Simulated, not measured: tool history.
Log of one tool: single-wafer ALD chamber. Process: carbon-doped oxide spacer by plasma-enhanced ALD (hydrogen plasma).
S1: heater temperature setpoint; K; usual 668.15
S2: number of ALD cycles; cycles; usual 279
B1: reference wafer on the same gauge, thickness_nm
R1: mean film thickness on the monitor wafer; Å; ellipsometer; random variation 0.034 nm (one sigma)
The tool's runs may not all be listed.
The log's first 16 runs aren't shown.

Run 17, day 37.625: usual settings but S1 654.15 K, S2 316 cycles; B1 11.307. Result: R1 152 Å.
Run 18, day 40.533: usual settings but S1 679.15 K; B1 11.305. Result: R1 132.55 Å.
Run 19, day 43.092: usual settings but S1 662.15 K, S2 296 cycles; B1 11.297. Result: R1 142.17 Å.
Run 20, day 44.371: usual settings but S1 675.15 K, S2 303 cycles; B1 11.298. Result: R1 145.82 Å.
Run 21, day 45.971: usual settings but S1 677.15 K, S2 255 cycles; B1 11.297. Result: R1 121.82 Å.
Run 22, day 48.346: usual settings; B1 11.299. Result: R1 134.23 Å.
Run 23, day 51.275: usual settings; B1 11.295. Result: R1 134.69 Å.
Run 24, day 53.021: usual settings but S1 658.15 K; B1 11.298. Result: R1 134.51 Å.
Run 25, day 54.15: usual settings but S1 683.15 K; B1 11.301. Result: R1 130.83 Å.
Run 26, day 56.504: usual settings but S1 653.15 K, S2 242 cycles; B1 11.298. Result: R1 116.81 Å.
At day 58.217: gauge calibrated.
Run 27, day 59.321: usual settings but S1 658.15 K, S2 314 cycles; B1 11.301. Result: R1 151.31 Å.
Run 28, day 60.625: usual settings; B1 11.304. Result: R1 134.12 Å.
Run 29, day 63.054: usual settings; B1 11.305. Result: R1 134.7 Å.
Run 30, day 68.817: usual settings but S2 330 cycles; B1 11.307. Result: R1 158.92 Å.
Run 31, day 70.558: usual settings but S1 679.15 K, S2 328 cycles; B1 11.307. Result: R1 155.82 Å.
Run 32, day 72.488: usual settings but S1 655.15 K, S2 253 cycles; B1 11.293. Result: R1 122.12 Å.
Run 33, day 74.704: usual settings but S1 677.15 K, S2 255 cycles; B1 11.304. Result: R1 121.83 Å.

Forecast each of these 5 alternatives for the next run:
Run A, day 74.738: usual settings; B1 ?. Result: R1 ?.
Run B, day 74.738: usual settings but S2 335 cycles; B1 ?. Result: R1 ?.
Run C, day 74.738: usual settings but S1 656.15 K, S2 258 cycles; B1 ?. Result: R1 ?.
Run D, day 74.738: usual settings but S2 316 cycles; B1 ?. Result: R1 ?.
Run E, day 74.738: usual settings but S1 675.15 K; B1 ?. Result: R1 ?.

run      B1      R1
  A  11.302  134.32
  B  11.302  161.28
  C  11.302  124.21
  D  11.302  152.13
  E  11.302  133.85
Without the tool's hidden state the same runs would have given:
run      R1
  A  134.32
  B  161.28
  C  124.21
  D  152.13
  E  133.85
